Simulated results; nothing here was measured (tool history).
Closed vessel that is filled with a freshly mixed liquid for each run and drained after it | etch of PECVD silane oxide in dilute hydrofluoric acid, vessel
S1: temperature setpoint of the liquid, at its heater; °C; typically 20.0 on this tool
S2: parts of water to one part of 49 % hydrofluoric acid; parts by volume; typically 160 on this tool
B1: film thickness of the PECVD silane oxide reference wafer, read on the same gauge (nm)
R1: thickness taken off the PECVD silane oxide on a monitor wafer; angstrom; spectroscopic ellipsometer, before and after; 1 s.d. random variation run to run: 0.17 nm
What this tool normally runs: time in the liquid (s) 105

Run 1, hour 0.0: usual settings; B1 150.02. Result: R1 185.4 angstrom.
Run 2, hour 71.3: usual settings but S1 17.0 °C; B1 149.99. Result: R1 166.7 angstrom.
Run 3, hour 104.4: usual settings but S2 195 parts by volume; B1 150.02. Result: R1 148.4 angstrom.
Run 4, hour 145.2: usual settings but S2 195 parts by volume; B1 149.99. Result: R1 149.6 angstrom.
Run 5, hour 203.4: usual settings; B1 150.01. Result: R1 188.3 angstrom.
Run 6, hour 269.9: usual settings; B1 150.00. Result: R1 190.2 angstrom.
Run 7, hour 345.2: usual settings; B1 150.03. Result: R1 191.6 angstrom.
Run 8, hour 378.9: usual settings; B1 150.02. Result: R1 195.5 angstrom.
At hour 383.6: gauge calibrated.
At hour 403.0: thermometer replaced.
Run 9, hour 430.5: usual settings but S1 24.5 °C, S2 190 parts by volume; B1 149.99. Result: R1 203.8 angstrom.
At hour 439.2: hydrofluoric acid flow meter replaced.
Run 10, hour 533.6: usual settings but S1 23.0 °C, S2 230 parts by volume, time in the liquid (s) 60; B1 150.00. Result: R1 79.5 angstrom.
Run 11, hour 599.9: usual settings; B1 150.00. Result: R1 194.1 angstrom.
Run 12, hour 665.9: usual settings but S1 21.5 °C, time in the liquid (s) 85; B1 150.01. Result: R1 169.6 angstrom.
Run 13, hour 726.5: usual settings but S1 24.5 °C, S2 100 parts by volume, time in the liquid (s) 60; B1 149.99. Result: R1 232.3 angstrom.
Run 14, hour 760.4: usual settings but S1 25.0 °C, S2 120 parts by volume; B1 149.99. Result: R1 330.6 angstrom.
Run 15, hour 828.0: usual settings but S1 22.5 °C, S2 120 parts by volume, time in the liquid (s) 165; B1 150.00. Result: R1 471.9 angstrom.

Forecast run 16:
Run 16, hour 886.1: usual settings but S1 17.0 °C, S2 125 parts by volume, time in the liquid (s) 50; B1 ?. Result: R1 ?.

{"run 16": {"B1": 150.0, "R1": 112.7}}
Minus the tool's unlogged condition, the same run would have read R1 109.6 angstrom.
